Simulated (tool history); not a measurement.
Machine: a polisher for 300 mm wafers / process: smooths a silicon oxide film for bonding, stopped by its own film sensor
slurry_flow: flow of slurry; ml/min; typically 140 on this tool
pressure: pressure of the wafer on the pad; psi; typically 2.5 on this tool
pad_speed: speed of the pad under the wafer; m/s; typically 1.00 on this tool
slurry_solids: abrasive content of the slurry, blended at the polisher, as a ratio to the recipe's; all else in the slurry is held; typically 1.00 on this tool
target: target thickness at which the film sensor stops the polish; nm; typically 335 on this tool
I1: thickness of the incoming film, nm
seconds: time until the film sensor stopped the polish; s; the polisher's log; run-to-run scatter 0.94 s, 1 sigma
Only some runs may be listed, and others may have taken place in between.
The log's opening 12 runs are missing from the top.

{"run": 13, "hour": 549.2, "slurry_flow": 140, "pressure": 2.5, "pad_speed": 1.0, "slurry_solids": 1.0, "target": 335, "I1": 404.1, "seconds": 75.8}
{"hour": 586.0, "done": "worn pad replaced by a new one"}
{"run": 14, "hour": 595.1, "slurry_flow": 140, "pressure": 2.5, "pad_speed": 1.0, "slurry_solids": 1.0, "target": 318, "I1": 416.9, "seconds": 108.5}
{"run": 15, "hour": 623.2, "slurry_flow": 165, "pressure": 2.5, "pad_speed": 1.0, "slurry_solids": 1.0, "target": 335, "I1": 408.1, "seconds": 79.3}
{"run": 16, "hour": 674.4, "slurry_flow": 175, "pressure": 3.1, "pad_speed": 0.82, "slurry_solids": 1.0, "target": 335, "I1": 406.3, "seconds": 73.3}
{"hour": 717.4, "done": "head pressure recalibrated"}
{"hour": 720.3, "done": "slurry nozzle cleaned"}
{"run": 17, "hour": 738.0, "slurry_flow": 120, "pressure": 3.4, "pad_speed": 1.0, "slurry_solids": 0.9, "target": 335, "I1": 414.4, "seconds": 81.1}
{"run": 18, "hour": 775.7, "slurry_flow": 140, "pressure": 1.8, "pad_speed": 1.0, "slurry_solids": 1.3, "target": 322, "I1": 409.4, "seconds": 116.1}
{"hour": 835.3, "done": "slurry blender recalibrated"}
{"run": 19, "hour": 842.4, "slurry_flow": 140, "pressure": 2.5, "pad_speed": 0.84, "slurry_solids": 0.7, "target": 335, "I1": 410.7, "seconds": 107.3}
{"run": 20, "hour": 867.6, "slurry_flow": 160, "pressure": 3.3, "pad_speed": 1.0, "slurry_solids": 1.0, "target": 335, "I1": 413.8, "seconds": 65.5}
{"hour": 904.5, "done": "worn pad replaced by a new one"}
{"run": 21, "hour": 906.1, "slurry_flow": 140, "pressure": 2.5, "pad_speed": 1.0, "slurry_solids": 1.0, "target": 335, "I1": 412.2, "seconds": 81.4}
{"run": 22, "hour": 964.4, "slurry_flow": 140, "pressure": 3.3, "pad_speed": 1.0, "slurry_solids": 1.25, "target": 335, "I1": 402.9, "seconds": 53.6}
{"run": 23, "hour": 1034.0, "slurry_flow": 120, "pressure": 2.9, "pad_speed": 1.0, "slurry_solids": 1.0, "target": 335, "I1": 403.4, "seconds": 70.7}
{"hour": 1060.1, "done": "slurry nozzle cleaned"}
{"run": 24, "hour": 1067.7, "slurry_flow": 140, "pressure": 2.5, "pad_speed": 1.0, "slurry_solids": 1.0, "target": 335, "I1": 409.9, "seconds": 83.7}
{"run": 25, "hour": 1127.9, "slurry_flow": 140, "pressure": 2.5, "pad_speed": 1.0, "slurry_solids": 1.0, "target": 314, "I1": 406.8, "seconds": 108.4}
{"hour": 1169.8, "done": "slurry blender recalibrated"}
{"run": 26, "hour": 1179.5, "slurry_flow": 170, "pressure": 3.1, "pad_speed": 1.0, "slurry_solids": 1.0, "target": 335, "I1": 409.2, "seconds": 63.6}
{"hour": 1202.4, "done": "worn pad replaced by a new one"}
{"run": 27, "hour": 1232.7, "slurry_flow": 95, "pressure": 2.5, "pad_speed": 1.0, "slurry_solids": 1.0, "target": 348, "I1": 405.3, "seconds": 67.5}
{"run": 28, "hour": 1288.6, "slurry_flow": 140, "pressure": 2.5, "pad_speed": 1.0, "slurry_solids": 0.75, "target": 335, "I1": 410.2, "seconds": 94.6}
{"run": 29, "hour": 1338.8, "slurry_flow": 140, "pressure": 2.5, "pad_speed": 1.0, "slurry_solids": 1.0, "target": 335, "I1": 402.7, "seconds": 74.3}
{"run": 30, "hour": 1407.1, "slurry_flow": 140, "pressure": 3.4, "pad_speed": 1.18, "slurry_solids": 1.0, "target": 346, "I1": 413.6, "seconds": 54.7}
{"hour": 1452.4, "done": "slurry nozzle cleaned"}
{"run": 31, "hour": 1456.1, "slurry_flow": 120, "pressure": 2.5, "pad_speed": 1.0, "slurry_solids": 1.0, "target": 310, "I1": 402.2, "seconds": 111.5}

Consider 3 possible next runs. They are alternatives, not a sequence: every one starts from the tool as it was left by run 31. What does each give?
{"run": "A", "hour": 1456.6, "slurry_flow": 140, "pressure": 2.5, "pad_speed": 1.0, "slurry_solids": 1.2, "target": 335, "I1": 409.2, "seconds": "?"}
{"run": "B", "hour": 1456.6, "slurry_flow": 140, "pressure": 2.5, "pad_speed": 0.78, "slurry_solids": 1.0, "target": 351, "I1": 409.2, "seconds": "?"}
{"run": "C", "hour": 1456.6, "slurry_flow": 140, "pressure": 2.5, "pad_speed": 0.68, "slurry_solids": 1.0, "target": 335, "I1": 409.2, "seconds": "?"}

run=A seconds=79.5
run=B seconds=77.7
run=C seconds=105.4
What these runs would have given with no unlogged condition in the tool:
run=A seconds=72.8
run=B seconds=70.4
run=C seconds=95.5

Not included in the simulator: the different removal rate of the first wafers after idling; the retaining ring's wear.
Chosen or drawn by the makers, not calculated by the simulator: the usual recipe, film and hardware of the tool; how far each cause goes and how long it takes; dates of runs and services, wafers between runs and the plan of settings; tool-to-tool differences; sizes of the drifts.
